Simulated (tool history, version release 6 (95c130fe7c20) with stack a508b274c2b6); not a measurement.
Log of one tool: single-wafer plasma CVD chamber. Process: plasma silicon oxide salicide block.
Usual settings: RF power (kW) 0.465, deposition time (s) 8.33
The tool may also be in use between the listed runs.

run    hour  RF power (kW)  deposition time (s)  wafers since the last listed run  hours since the last RF generator calibration  hours since the showerhead was replaced  hours since the gauge calibration  read-back reference wafer on the same gauge, thickness_nm  mean film thickness on the monitor wafer (angstrom)
  1       0          0.465                  7.4                                 0                                          449.4                                   4781.8                               2950                                                     65.814                                                689.7
  2    66.7          0.465                  7.4                              1092                                          516.1                                   4848.5                             3016.7                                                     65.855                                               688.47
  3   107.5          0.465                 8.33                               668                                          556.9                                   4889.3                             3057.5                                                     65.872                                               778.52
  4   204.9          0.465                 8.33                              1594                                          654.3                                   4986.7                             3154.9                                                     65.841                                               771.78
  5   284.1          0.465                 8.33                              1296                                          733.5                                   5065.9                             3234.1                                                     65.866                                               772.19
  6   380.9           0.53                 8.33                              1585                                          830.3                                   5162.7                             3330.9                                                     65.855                                               793.63
  7   461.5           0.53                 8.33                              1319                                          910.9                                   5243.3                             3411.5                                                     66.038                                               805.07
  8   528.9           0.53                 8.33                              1103                                          978.3                                   5310.7                             3478.9                                                     65.975                                                797.6
  9   589.5          0.515                 8.33                               992                                         1038.9                                   5371.3                             3539.5                                                     65.967                                               792.26
 10   691.6          0.515                 8.33                              1671                                           1141                                   5473.4                             3641.6                                                      65.91                                               786.29
 11   766.9          0.515                 8.33                              1232                                         1216.3                                   5548.7                             3716.9                                                     65.866                                               788.78
 12   852.5          0.465                 8.33                              1401                                         1301.9                                   5634.3                             3802.5                                                     65.862                                               762.28
      901.4  -- RF generator calibrated
 13   921.1           0.52                 8.33                               992                                           19.7                                   5702.9                             3871.1                                                     65.814                                               778.62
      986.5  -- gauge calibrated
 14  1219.3           0.52                 8.33                              4882                                          317.9                                   6001.1                              232.8                                                     65.871                                               779.49
 15    1291           0.52                 8.33                              1174                                          389.6                                   6072.8                              304.5                                                     65.788                                               778.09
 16  1331.1          0.515                 7.51                               656                                          429.7                                   6112.9                              344.6                                                     65.727                                               701.28
 17  1432.6          0.465                 8.33                              1661                                          531.2                                   6214.4                              446.1                                                     65.903                                               746.09
 18  1525.2          0.465                 8.33                              1516                                          623.8                                     6307                              538.7                                                     65.847                                               751.64
 19  1568.7          0.465                 8.33                               712                                          667.3                                   6350.5                              582.2                                                     66.051                                               753.46
 20  1638.3          0.395                 7.29                              1139                                          736.9                                   6420.1                              651.8                                                     65.951                                               629.18
     1658.6  -- RF generator calibrated, repeated, since the last time left the tool worse
 21  1686.5          0.465                 8.33                               658                                           27.9                                   6468.3                                700                                                     65.921                                               780.42
 22  1726.6          0.465                 9.71                               656                                             68                                   6508.4                              740.1                                                     65.882                                               905.69
 23    1785          0.385                 7.43                               956                                          126.4                                   6566.8                              798.5                                                     65.935                                               651.29
 24  1834.5          0.465                 9.08                               810                                          175.9                                   6616.3                                848                                                     65.886                                               847.27
 25  1928.7          0.465                 8.33                              1542                                          270.1                                   6710.5                              942.2                                                     65.841                                               769.36
 26  2005.1          0.375                 6.81                              1250                                          346.5                                   6786.9                             1018.6                                                     65.931                                               598.99
 27  2041.9           0.53                 8.33                               602                                          383.3                                   6823.7                             1055.4                                                     65.824                                               799.67
 28  2140.1          0.395                 7.27                              1607                                          481.5                                   6921.9                             1153.6                                                     65.894                                                  648
 29  2187.4          0.465                 8.33                               774                                          528.8                                   6969.2                             1200.9                                                     65.867                                               771.77
 30  2259.8           0.49                 8.86                              1185                                          601.2                                   7041.6                             1273.3                                                     65.895                                               832.39
 31  2354.6          0.465                 8.33                              1552                                            696                                   7136.4                             1368.1                                                     65.805                                               773.45
 32  2439.6           0.52                 8.33                              1391                                            781                                   7221.4                             1453.1                                                     65.992                                               799.16
 33  2532.9          0.465                 9.98                              1527                                          874.3                                   7314.7                             1546.4                                                     65.997                                               920.62
 34  2580.8           0.52                 8.33                               784                                          922.2                                   7362.6                             1594.3                                                     65.849                                               799.94
     2632.7  -- showerhead replaced
 35  2654.9            0.5                 8.33                              1082                                          996.3                                     22.2                             1668.4                                                     65.956                                               789.19
 36    2707           0.49                 9.57                               853                                         1048.4                                     74.3                             1720.5                                                     65.916                                                906.8
 37  2932.8           0.38                 9.03                              3697                                         1274.2                                    300.1                             1946.3                                                     65.871                                               786.18
 38  3014.2          0.535                 6.91                              1332                                         1355.6                                    381.5                             2027.7                                                     65.837                                               669.08
       3034  -- RF generator calibrated
 39  3104.5           0.53                 7.59                              1347                                           70.5                                    471.8                               2118                                                     65.936                                               731.06
 40  3205.4          0.375                 9.54                              1652                                          171.4                                    572.7                             2218.9                                                     65.832                                               841.24
 41  3304.5          0.465                 8.33                              1622                                          270.5                                    671.8                               2318                                                     65.896                                               775.09
 42  3357.8          0.495                 9.92                               872                                          323.8                                    725.1                             2371.3                                                     65.837                                               937.64
 43  3459.7          0.465                 8.76                              1668                                          425.7                                      827                             2473.2                                                     65.855                                               816.91

Hidden state or all else? Some run-to-run changes of mean film thickness on the monitor wafer (angstrom), split into what the settings, what came in and random variation would give without the hidden state, and what is left for the hidden state (with any gauge scatter that isn't in both results):
The hidden state here: delivered RF power above the setpoint (%); gauge reads high (%).
Run 12 -> 13: RF power (kW) 0.465 -> 0.52, RF generator calibrated. mean film thickness on the monitor wafer (angstrom) +16.34: hidden state -10.45, all else +26.79.
Run 20 -> 21: RF power (kW) 0.395 -> 0.465, deposition time (s) 7.29 -> 8.33, RF generator calibrated, repeated, since the last time left the tool worse. mean film thickness on the monitor wafer (angstrom) +151.24: hidden state +19.8, all else +131.44.
Run 22 -> 23: RF power (kW) 0.465 -> 0.385, deposition time (s) 9.71 -> 7.43. mean film thickness on the monitor wafer (angstrom) -254.4: hidden state +0.13, all else -254.53.
Run 23 -> 24: RF power (kW) 0.385 -> 0.465, deposition time (s) 7.43 -> 9.08. mean film thickness on the monitor wafer (angstrom) +195.98: hidden state -0.27, all else +196.25.
Run 26 -> 27: RF power (kW) 0.375 -> 0.53, deposition time (s) 6.81 -> 8.33. mean film thickness on the monitor wafer (angstrom) +200.68: hidden state -0.5, all else +201.18.
Run 38 -> 39: RF power (kW) 0.535 -> 0.53, deposition time (s) 6.91 -> 7.59, RF generator calibrated. mean film thickness on the monitor wafer (angstrom) +61.98: hidden state +10.12, all else +51.86.

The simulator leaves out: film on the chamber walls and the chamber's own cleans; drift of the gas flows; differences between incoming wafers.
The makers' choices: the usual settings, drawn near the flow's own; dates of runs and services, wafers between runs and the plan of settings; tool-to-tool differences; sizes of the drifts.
